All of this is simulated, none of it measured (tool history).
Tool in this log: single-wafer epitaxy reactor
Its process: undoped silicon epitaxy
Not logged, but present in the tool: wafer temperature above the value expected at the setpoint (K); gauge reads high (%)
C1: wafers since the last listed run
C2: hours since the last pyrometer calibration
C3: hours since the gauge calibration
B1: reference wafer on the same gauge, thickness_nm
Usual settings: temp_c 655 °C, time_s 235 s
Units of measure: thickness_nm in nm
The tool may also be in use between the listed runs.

{"run": 1, "hour": 0.0, "temp_c": 655, "time_s": 235, "C1": 0, "C2": 171.6, "C3": 780.4, "B1": 45.507, "thickness_nm": 43.913}
{"run": 2, "hour": 79.5, "temp_c": 655, "time_s": 235, "C1": 535, "C2": 251.1, "C3": 859.9, "B1": 45.358, "thickness_nm": 44.217}
{"run": 3, "hour": 127.5, "temp_c": 655, "time_s": 201, "C1": 323, "C2": 299.1, "C3": 907.9, "B1": 45.426, "thickness_nm": 37.999}
{"run": 4, "hour": 207.3, "temp_c": 655, "time_s": 201, "C1": 537, "C2": 378.9, "C3": 987.7, "B1": 45.365, "thickness_nm": 38.095}
{"run": 5, "hour": 287.2, "temp_c": 655, "time_s": 222, "C1": 538, "C2": 458.8, "C3": 1067.6, "B1": 45.464, "thickness_nm": 41.928}
{"run": 6, "hour": 325.6, "temp_c": 655, "time_s": 235, "C1": 258, "C2": 497.2, "C3": 1106, "B1": 45.463, "thickness_nm": 44.122}
{"run": 7, "hour": 408.3, "temp_c": 655, "time_s": 235, "C1": 557, "C2": 579.9, "C3": 1188.7, "B1": 45.346, "thickness_nm": 44.141}
{"run": 8, "hour": 449.2, "temp_c": 652, "time_s": 235, "C1": 275, "C2": 620.8, "C3": 1229.6, "B1": 45.426, "thickness_nm": 41.48}
{"run": 9, "hour": 527.3, "temp_c": 655, "time_s": 235, "C1": 526, "C2": 698.9, "C3": 1307.7, "B1": 45.465, "thickness_nm": 44.383}
{"run": 10, "hour": 606.1, "temp_c": 655, "time_s": 261, "C1": 531, "C2": 777.7, "C3": 1386.5, "B1": 45.402, "thickness_nm": 48.939}
{"run": 11, "hour": 668.3, "temp_c": 655, "time_s": 235, "C1": 419, "C2": 839.9, "C3": 1448.7, "B1": 45.362, "thickness_nm": 44.121}
{"run": 12, "hour": 709.4, "temp_c": 655, "time_s": 235, "C1": 276, "C2": 881, "C3": 1489.8, "B1": 45.37, "thickness_nm": 43.337}
{"run": 13, "hour": 791.2, "temp_c": 655, "time_s": 235, "C1": 551, "C2": 962.8, "C3": 1571.6, "B1": 45.237, "thickness_nm": 44.354}
{"run": 14, "hour": 831.3, "temp_c": 655, "time_s": 235, "C1": 270, "C2": 1002.9, "C3": 1611.7, "B1": 45.342, "thickness_nm": 43.621}
{"run": 15, "hour": 868.8, "temp_c": 655, "time_s": 235, "C1": 252, "C2": 1040.4, "C3": 1649.2, "B1": 45.463, "thickness_nm": 43.828}
{"run": 16, "hour": 934.0, "temp_c": 662, "time_s": 235, "C1": 439, "C2": 1105.6, "C3": 1714.4, "B1": 45.468, "thickness_nm": 50.112}
{"run": 17, "hour": 1037.1, "temp_c": 662, "time_s": 235, "C1": 694, "C2": 1208.7, "C3": 1817.5, "B1": 45.447, "thickness_nm": 49.773}
{"run": 18, "hour": 1076.5, "temp_c": 655, "time_s": 235, "C1": 265, "C2": 1248.1, "C3": 1856.9, "B1": 45.415, "thickness_nm": 43.697}
{"run": 19, "hour": 1183.3, "temp_c": 655, "time_s": 235, "C1": 719, "C2": 1354.9, "C3": 1963.7, "B1": 45.408, "thickness_nm": 43.497}
{"run": 20, "hour": 1283.7, "temp_c": 655, "time_s": 235, "C1": 676, "C2": 1455.3, "C3": 2064.1, "B1": 45.437, "thickness_nm": 43.507}
{"run": 21, "hour": 1338.9, "temp_c": 655, "time_s": 248, "C1": 372, "C2": 1510.5, "C3": 2119.3, "B1": 45.442, "thickness_nm": 45.606}
{"run": 22, "hour": 1415.5, "temp_c": 655, "time_s": 248, "C1": 516, "C2": 1587.1, "C3": 2195.9, "B1": 45.468, "thickness_nm": 45.749}
{"run": 23, "hour": 1490.5, "temp_c": 655, "time_s": 248, "C1": 505, "C2": 1662.1, "C3": 2270.9, "B1": 45.422, "thickness_nm": 45.235}
{"run": 24, "hour": 1567.8, "temp_c": 665, "time_s": 248, "C1": 520, "C2": 1739.4, "C3": 2348.2, "B1": 45.419, "thickness_nm": 54.511}
{"run": 25, "hour": 1709.8, "temp_c": 669, "time_s": 281, "C1": 956, "C2": 1881.4, "C3": 2490.2, "B1": 45.383, "thickness_nm": 66.261}
{"run": 26, "hour": 1751.4, "temp_c": 655, "time_s": 235, "C1": 280, "C2": 1923, "C3": 2531.8, "B1": 45.4, "thickness_nm": 42.149}
{"run": 27, "hour": 1819.0, "temp_c": 655, "time_s": 235, "C1": 455, "C2": 1990.6, "C3": 2599.4, "B1": 45.414, "thickness_nm": 42.368}
{"run": 28, "hour": 1895.1, "temp_c": 662, "time_s": 271, "C1": 512, "C2": 2066.7, "C3": 2675.5, "B1": 45.414, "thickness_nm": 56.428}
{"run": 29, "hour": 1936.0, "temp_c": 655, "time_s": 235, "C1": 275, "C2": 2107.6, "C3": 2716.4, "B1": 45.414, "thickness_nm": 42.266}
{"run": 30, "hour": 1997.5, "temp_c": 667, "time_s": 250, "C1": 414, "C2": 2169.1, "C3": 2777.9, "B1": 45.417, "thickness_nm": 55.975}
{"hour": 2050.5, "done": "pyrometer calibrated"}
{"run": 31, "hour": 2084.2, "temp_c": 642, "time_s": 248, "C1": 530, "C2": 33.7, "C3": 2864.6, "B1": 45.437, "thickness_nm": 36.592}
{"run": 32, "hour": 2146.0, "temp_c": 662, "time_s": 274, "C1": 416, "C2": 95.5, "C3": 2926.4, "B1": 45.516, "thickness_nm": 59.317}
{"run": 33, "hour": 2242.7, "temp_c": 668, "time_s": 201, "C1": 651, "C2": 192.2, "C3": 3023.1, "B1": 45.346, "thickness_nm": 48.854}
{"run": 34, "hour": 2345.6, "temp_c": 655, "time_s": 235, "C1": 693, "C2": 295.1, "C3": 3126, "B1": 45.275, "thickness_nm": 44.619}
{"hour": 2346.4, "done": "gauge calibrated"}
{"run": 35, "hour": 2409.7, "temp_c": 647, "time_s": 205, "C1": 431, "C2": 359.2, "C3": 63.3, "B1": 45.374, "thickness_nm": 33.042}
{"run": 36, "hour": 2461.1, "temp_c": 655, "time_s": 250, "C1": 346, "C2": 410.6, "C3": 114.7, "B1": 45.414, "thickness_nm": 47.052}
{"run": 37, "hour": 2502.8, "temp_c": 655, "time_s": 235, "C1": 281, "C2": 452.3, "C3": 156.4, "B1": 45.442, "thickness_nm": 44.197}
{"run": 38, "hour": 2572.2, "temp_c": 655, "time_s": 235, "C1": 467, "C2": 521.7, "C3": 225.8, "B1": 45.398, "thickness_nm": 44.181}
{"run": 39, "hour": 2622.5, "temp_c": 655, "time_s": 260, "C1": 338, "C2": 572, "C3": 276.1, "B1": 45.472, "thickness_nm": 49.598}
{"run": 40, "hour": 2667.4, "temp_c": 642, "time_s": 258, "C1": 302, "C2": 616.9, "C3": 321, "B1": 45.249, "thickness_nm": 37.939}
{"run": 41, "hour": 2748.8, "temp_c": 667, "time_s": 235, "C1": 548, "C2": 698.3, "C3": 402.4, "B1": 45.482, "thickness_nm": 56.003}
{"run": 42, "hour": 2852.1, "temp_c": 655, "time_s": 235, "C1": 696, "C2": 801.6, "C3": 505.7, "B1": 45.418, "thickness_nm": 44.872}
{"run": 43, "hour": 2917.3, "temp_c": 667, "time_s": 253, "C1": 439, "C2": 866.8, "C3": 570.9, "B1": 45.329, "thickness_nm": 59.724}
{"run": 44, "hour": 3017.3, "temp_c": 645, "time_s": 255, "C1": 673, "C2": 966.8, "C3": 670.9, "B1": 45.466, "thickness_nm": 39.251}
{"run": 45, "hour": 3105.6, "temp_c": 655, "time_s": 258, "C1": 595, "C2": 1055.1, "C3": 759.2, "B1": 45.42, "thickness_nm": 48.578}
{"run": 46, "hour": 3291.9, "temp_c": 663, "time_s": 190, "C1": 1255, "C2": 1241.4, "C3": 945.5, "B1": 45.447, "thickness_nm": 41.222}

Forecast each of these 5 alternatives for the next run:
{"run": "A", "hour": 3292.4, "temp_c": 655, "time_s": 235, "C1": 3, "C2": 1241.9, "C3": 946, "B1": "?", "thickness_nm": "?"}
{"run": "B", "hour": 3292.4, "temp_c": 641, "time_s": 277, "C1": 3, "C2": 1241.9, "C3": 946, "B1": "?", "thickness_nm": "?"}
{"run": "C", "hour": 3292.4, "temp_c": 660, "time_s": 221, "C1": 3, "C2": 1241.9, "C3": 946, "B1": "?", "thickness_nm": "?"}
{"run": "D", "hour": 3292.4, "temp_c": 642, "time_s": 235, "C1": 3, "C2": 1241.9, "C3": 946, "B1": "?", "thickness_nm": "?"}
{"run": "E", "hour": 3292.4, "temp_c": 655, "time_s": 271, "C1": 3, "C2": 1241.9, "C3": 946, "B1": "?", "thickness_nm": "?"}

run=A B1=45.435 thickness_nm=43.776
run=B B1=45.435 thickness_nm=39.405
run=C B1=45.435 thickness_nm=45.251
run=D B1=45.435 thickness_nm=34.089
run=E B1=45.435 thickness_nm=50.482
Without the tool's unlogged condition, the same runs would have read:
run=A thickness_nm=44.59
run=B thickness_nm=40.158
run=C thickness_nm=46.085
run=D thickness_nm=34.739
run=E thickness_nm=51.421
